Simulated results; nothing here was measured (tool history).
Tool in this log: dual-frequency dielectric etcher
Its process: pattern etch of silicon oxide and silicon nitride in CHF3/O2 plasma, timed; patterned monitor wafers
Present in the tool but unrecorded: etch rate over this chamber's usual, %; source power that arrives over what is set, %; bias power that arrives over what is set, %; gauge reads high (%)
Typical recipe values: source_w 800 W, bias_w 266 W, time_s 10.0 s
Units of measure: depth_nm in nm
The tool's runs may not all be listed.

run,hour,source_w,bias_w,time_s,wafers since the last listed run,hours since the last wet clean,hours since the last source power generator calibration,hours since the last bias power generator calibration,hours since the last upper electrode change,hours since the gauge calibration,"read-back reference wafer on the same gauge, depth_nm",depth_nm
1,0.0,800,266,8.0,0,177.6,3786.4,1756.7,4224.1,127.5,20.19,15.73
2,29.5,690,266,10.5,631,207.1,3815.9,1786.2,4253.6,157.0,20.21,19.54
3,76.8,690,266,10.5,1012,254.4,3863.2,1833.5,4300.9,204.3,20.20,19.51
4,127.1,800,266,12.0,1076,304.7,3913.5,1883.8,4351.2,254.6,20.19,23.56
5,167.2,800,304,10.0,858,344.8,3953.6,1923.9,4391.3,294.7,20.19,20.43
6,207.3,800,266,10.0,858,384.9,3993.7,1964.0,4431.4,334.8,20.20,19.62
7,242.3,800,266,10.0,749,419.9,4028.7,1999.0,4466.4,369.8,20.19,19.59
8,270.2,800,234,10.0,597,447.8,4056.6,2026.9,4494.3,397.7,20.20,18.92
# hour 315.6: wet clean of the chamber
9,319.4,800,234,10.0,539,3.8,4105.8,2076.1,4543.5,446.9,20.20,19.09
10,356.2,800,234,10.0,787,40.6,4142.6,2112.9,4580.3,483.7,20.20,19.09
# hour 429.5: bias power generator calibrated
11,528.6,800,266,10.0,3605,213.0,4315.0,99.1,4752.7,656.1,20.21,19.54
12,577.9,800,266,10.0,1055,262.3,4364.3,148.4,4802.0,705.4,20.20,19.53
13,612.5,800,266,10.0,740,296.9,4398.9,183.0,4836.6,740.0,20.18,19.48
14,662.6,660,266,10.0,1072,347.0,4449.0,233.1,4886.7,790.1,20.19,18.18
# hour 685.2: source power generator calibrated
15,688.3,680,266,9.0,464,372.7,3.1,258.8,4912.4,815.8,20.20,16.46
# hour 725.1: gauge calibrated
# hour 742.6: upper electrode replaced
16,748.2,800,300,10.0,768,432.6,63.0,318.7,5.6,23.1,20.20,20.09
# hour 794.9: wet clean of the chamber
17,795.4,600,304,10.0,496,0.5,110.2,365.9,52.8,70.3,20.19,18.37
18,837.0,980,222,8.5,890,42.1,151.8,407.5,94.4,111.9,20.21,17.10
19,890.3,800,315,7.5,1141,95.4,205.1,460.8,147.7,165.2,20.19,15.41
20,929.3,610,238,10.0,835,134.4,244.1,499.8,186.7,204.2,20.18,17.15
21,953.9,930,266,11.5,526,159.0,268.7,524.4,211.3,228.8,20.21,23.80
22,1022.4,800,266,9.0,1466,227.5,337.2,592.9,279.8,297.3,20.20,17.59
23,1081.9,800,266,10.0,1273,287.0,396.7,652.4,339.3,356.8,20.21,19.52
24,1141.8,800,266,10.0,1282,346.9,456.6,712.3,399.2,416.7,20.21,19.59
# hour 1185.6: wet clean of the chamber
25,1202.4,800,266,8.5,783,16.8,517.2,772.9,459.8,477.3,20.19,16.67

Each row is a separate what-if for the run after 25, all from the same tool condition, not one after another. Results?
A,1202.8,800,266,11.5,8,17.2,517.6,773.3,460.2,477.7,?,?
B,1202.8,630,237,8.0,8,17.2,517.6,773.3,460.2,477.7,?,?
C,1202.8,610,290,8.5,8,17.2,517.6,773.3,460.2,477.7,?,?
D,1202.8,900,266,10.0,8,17.2,517.6,773.3,460.2,477.7,?,?
E,1202.8,960,266,10.0,8,17.2,517.6,773.3,460.2,477.7,?,?

run,"read-back reference wafer on the same gauge, depth_nm",depth_nm
A,20.20,22.59
B,20.20,13.95
C,20.20,15.50
D,20.20,20.52
E,20.20,21.02
The same runs, with their run-to-run variation unchanged, on a tool lacking any hidden condition would have given:
run,depth_nm
A,22.51
B,13.89
C,15.44
D,20.45
E,20.95

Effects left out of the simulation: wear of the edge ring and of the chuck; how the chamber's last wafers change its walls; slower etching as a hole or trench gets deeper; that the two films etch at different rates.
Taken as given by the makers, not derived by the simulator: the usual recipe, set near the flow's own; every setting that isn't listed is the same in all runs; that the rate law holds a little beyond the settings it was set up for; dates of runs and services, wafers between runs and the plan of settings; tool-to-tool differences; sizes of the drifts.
